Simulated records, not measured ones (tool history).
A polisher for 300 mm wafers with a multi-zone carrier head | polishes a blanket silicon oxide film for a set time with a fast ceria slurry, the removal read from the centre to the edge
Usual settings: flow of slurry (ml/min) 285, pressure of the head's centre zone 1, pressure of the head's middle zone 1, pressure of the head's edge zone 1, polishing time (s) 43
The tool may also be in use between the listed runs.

| run | hour | flow of slurry (ml/min) | pressure of the head's centre zone | pressure of the head's middle zone | pressure of the head's edge zone | polishing time (s) | incoming thickness of the incoming film, nm | film removed at the wafer's centre (nm) | film removed at mid-radius (nm) | film removed at the wafer's edge (nm) |
|---|---|---|---|---|---|---|---|---|---|---|
| 1 | 0 | 285 | 1 | 1 | 1 | 43 | 3757.1 | 1048.7 | 1163.9 | 1169.9 |
|  | 13.6 | carrier head's membrane replaced by a new one |
|  | 49.2 | centre zone pressure recalibrated |
|  | 53.9 | worn pad replaced by a new one |
| 2 | 61.8 | 285 | 1 | 1 | 1 | 43 | 3823.4 | 1076.3 | 1170.1 | 1166.1 |
| 3 | 110.2 | 235 | 0.92 | 1 | 1 | 43 | 3768.8 | 1008.6 | 1138.2 | 1115.8 |
| 4 | 155.7 | 285 | 1 | 1 | 1 | 43 | 3827.5 | 1118.1 | 1153.2 | 1159.6 |
| 5 | 190.7 | 285 | 1 | 1 | 1 | 43 | 3795.3 | 1101.1 | 1152.6 | 1154.8 |
|  | 194.6 | edge zone pressure recalibrated |
| 6 | 266.8 | 285 | 1 | 1 | 1 | 43 | 3775 | 1056.2 | 1141.3 | 1124.8 |
| 7 | 335.8 | 285 | 1 | 1 | 1 | 43 | 3759.7 | 983.7 | 1097.8 | 1107.3 |
| 8 | 388.5 | 185 | 1 | 1 | 1.1 | 43 | 3788.5 | 811.6 | 894.3 | 1013.6 |
|  | 392.5 | slurry nozzle cleaned |
|  | 399.1 | worn pad replaced by a new one |
| 9 | 455.9 | 285 | 1.1 | 1.09 | 0.94 | 43 | 3791.8 | 1176.6 | 1237.2 | 1143.2 |
| 10 | 527.3 | 255 | 0.9 | 0.9 | 1 | 31 | 3806.1 | 697.9 | 770.9 | 838.6 |
|  | 553.3 | edge zone pressure recalibrated |
| 11 | 575.4 | 285 | 0.96 | 1 | 1 | 43 | 3833.3 | 1041.6 | 1147.9 | 1146.7 |
| 12 | 638.9 | 285 | 1 | 1 | 1 | 43 | 3796 | 1026.6 | 1159.7 | 1146.8 |
| 13 | 683.1 | 285 | 1 | 1 | 1 | 43 | 3833.8 | 1010 | 1117.3 | 1119.3 |
| 14 | 711.2 | 285 | 1 | 1 | 0.96 | 37 | 3812.5 | 854.5 | 960.7 | 945.5 |
|  | 759.1 | slurry nozzle cleaned |
|  | 779.8 | worn pad replaced by a new one |
| 15 | 780.3 | 285 | 1 | 1 | 0.93 | 48 | 3769.6 | 1149.6 | 1301.2 | 1265.4 |
|  | 785.4 | centre zone pressure recalibrated |
| 16 | 848 | 330 | 1 | 1.06 | 0.88 | 52 | 3710.4 | 1384.5 | 1489.8 | 1371 |
| 17 | 891.4 | 285 | 1 | 1 | 1 | 43 | 3845 | 1148.3 | 1148.3 | 1159.2 |
| 18 | 917.7 | 285 | 0.96 | 1 | 1 | 38 | 3766.2 | 958.4 | 1016.9 | 1015.1 |
|  | 957.2 | edge zone pressure recalibrated |
| 19 | 974.1 | 285 | 1 | 1 | 1 | 43 | 3780.5 | 1103.7 | 1145.2 | 1154.5 |
| 20 | 1035.7 | 285 | 1 | 1.11 | 1 | 43 | 3769.7 | 1062.9 | 1217.5 | 1138.9 |
| 21 | 1099.7 | 285 | 1 | 0.92 | 0.89 | 43 | 3767.8 | 1029.5 | 1052.1 | 1051.7 |
|  | 1150.2 | slurry nozzle cleaned |
| 22 | 1167 | 285 | 0.94 | 1 | 1 | 43 | 3713 | 1038.6 | 1155 | 1157.8 |
|  | 1181.4 | worn pad replaced by a new one |
| 23 | 1191.1 | 285 | 1 | 1 | 1 | 43 | 3790.9 | 1111.3 | 1159.3 | 1168.7 |

The same runs without the tool's hidden state, with the same run-to-run variation:
The hidden state here: removal rate lost through wear of the pad, %; slurry flow missing at the pad, %; deviation of the centre zone's pressure from its setpoint, %; deviation of the edge zone's pressure from its setpoint, %.
| run | film removed at the wafer's centre (nm) | film removed at mid-radius (nm) | film removed at the wafer's edge (nm) |
|---|---|---|---|
| 1 | 1138.2 | 1166.5 | 1172.3 |
| 2 | 1083.6 | 1175.5 | 1170.2 |
| 3 | 1022.3 | 1149.8 | 1124.2 |
| 4 | 1138.7 | 1169 | 1171.6 |
| 5 | 1130 | 1175.3 | 1171.9 |
| 6 | 1112.7 | 1187.6 | 1158.8 |
| 7 | 1082 | 1182.4 | 1170 |
| 8 | 1035.6 | 1089.9 | 1160.8 |
| 9 | 1208.4 | 1240.6 | 1145.7 |
| 10 | 728.2 | 777.8 | 844.3 |
| 11 | 1100.3 | 1164.3 | 1159.2 |
| 12 | 1110.8 | 1191.7 | 1170.6 |
| 13 | 1118.4 | 1164.3 | 1154.6 |
| 14 | 964 | 1013.3 | 984 |
| 15 | 1241.8 | 1303.8 | 1267.7 |
| 16 | 1384.3 | 1496.2 | 1375.5 |
| 17 | 1154.8 | 1158.3 | 1166.8 |
| 18 | 967.9 | 1028.9 | 1024.2 |
| 19 | 1128.9 | 1169.7 | 1173 |
| 20 | 1111.3 | 1264.2 | 1171.5 |
| 21 | 1118 | 1125.3 | 1105.5 |
| 22 | 1060.5 | 1162.2 | 1163.3 |
| 23 | 1138.1 | 1167.2 | 1174.7 |

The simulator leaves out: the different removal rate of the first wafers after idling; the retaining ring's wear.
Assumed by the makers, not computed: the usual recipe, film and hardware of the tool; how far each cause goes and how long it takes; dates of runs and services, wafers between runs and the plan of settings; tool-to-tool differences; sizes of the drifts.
